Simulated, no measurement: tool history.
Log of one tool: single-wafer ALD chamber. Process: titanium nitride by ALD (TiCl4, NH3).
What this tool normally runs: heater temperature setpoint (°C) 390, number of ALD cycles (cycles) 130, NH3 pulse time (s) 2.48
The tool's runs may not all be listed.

run	hour	heater temperature setpoint (°C)	number of ALD cycles (cycles)	NH3 pulse time (s)	wafers since the last listed run	hours since the last thermocouple change	hours since the showerhead was replaced	hours since the gauge calibration	read-back reference wafer on the same gauge, thickness_nm	mean film thickness on the monitor wafer (nm)
1	0.0	390	130	2.26	0	727.8	4218.6	123.6	2.511	2.820
2	61.4	390	130	2.26	91	789.2	4280.0	185.0	2.509	2.827
3	104.7	390	130	2.26	64	832.5	4323.3	228.3	2.512	2.840
4	141.0	398	130	2.81	53	868.8	4359.6	264.6	2.512	2.877
5	171.5	398	130	2.81	45	899.3	4390.1	295.1	2.509	2.880
6	215.7	398	130	2.81	65	943.5	4434.3	339.3	2.509	2.878
7	242.4	390	130	2.48	39	970.2	4461.0	366.0	2.511	2.830
8	272.2	390	130	2.48	44	1000.0	4490.8	395.8	2.509	2.838
9	312.8	390	130	2.48	60	1040.6	4531.4	436.4	2.512	2.844
10	424.4	390	130	2.48	165	1152.2	4643.0	548.0	2.510	2.852
11	476.9	390	130	2.48	78	1204.7	4695.5	600.5	2.509	2.831
12	510.9	390	130	2.48	50	1238.7	4729.5	634.5	2.511	2.835
13	565.8	390	143	2.48	81	1293.6	4784.4	689.4	2.510	3.128
14	608.3	390	130	2.48	63	1336.1	4826.9	731.9	2.511	2.845
15	633.0	395	130	2.48	36	1360.8	4851.6	756.6	2.509	2.846
16	684.2	403	117	1.67	76	1412.0	4902.8	807.8	2.509	2.515
17	715.9	398	155	1.50	47	1443.7	4934.5	839.5	2.508	3.294
18	755.1	390	130	2.48	58	1482.9	4973.7	878.7	2.508	2.836
19	783.1	380	148	2.17	41	1510.9	5001.7	906.7	2.510	3.164
# hour 805.2: showerhead replaced
20	827.2	385	130	1.72	53	1555.0	22.0	950.8	2.509	2.738
21	886.8	398	130	1.97	88	1614.6	81.6	1010.4	2.509	2.813
# hour 907.8: gauge calibrated
22	944.3	390	119	2.48	85	1672.1	139.1	36.5	2.511	2.601
23	989.3	390	130	2.48	66	1717.1	184.1	81.5	2.509	2.847
24	1040.9	396	153	2.17	76	1768.7	235.7	133.1	2.510	3.334
25	1105.1	395	142	2.77	95	1832.9	299.9	197.3	2.510	3.122
# hour 1173.7: thermocouple changed; heater temperature recalibrated
26	1174.2	386	105	2.48	90	0.5	369.0	266.4	2.510	2.291
27	1216.9	390	130	2.48	63	43.2	411.7	309.1	2.510	2.826
28	1280.5	402	145	2.48	94	106.8	475.3	372.7	2.509	3.179
29	1328.4	390	114	2.48	71	154.7	523.2	420.6	2.512	2.490
30	1541.4	401	130	3.03	316	367.7	736.2	633.6	2.509	2.903

Hidden state at the last listed run before each entry between runs and at the first one after, where it differs:
In the gap between runs 19 and 20: showerhead replaced (hour 805.2)
  no difference in the tool's unlogged condition between these two runs
In the gap between runs 21 and 22: gauge calibrated (hour 907.8)
  no difference in the tool's unlogged condition between these two runs
In the gap between runs 25 and 26: thermocouple changed; heater temperature recalibrated (hour 1173.7)
  no difference in the tool's unlogged condition between these two runs
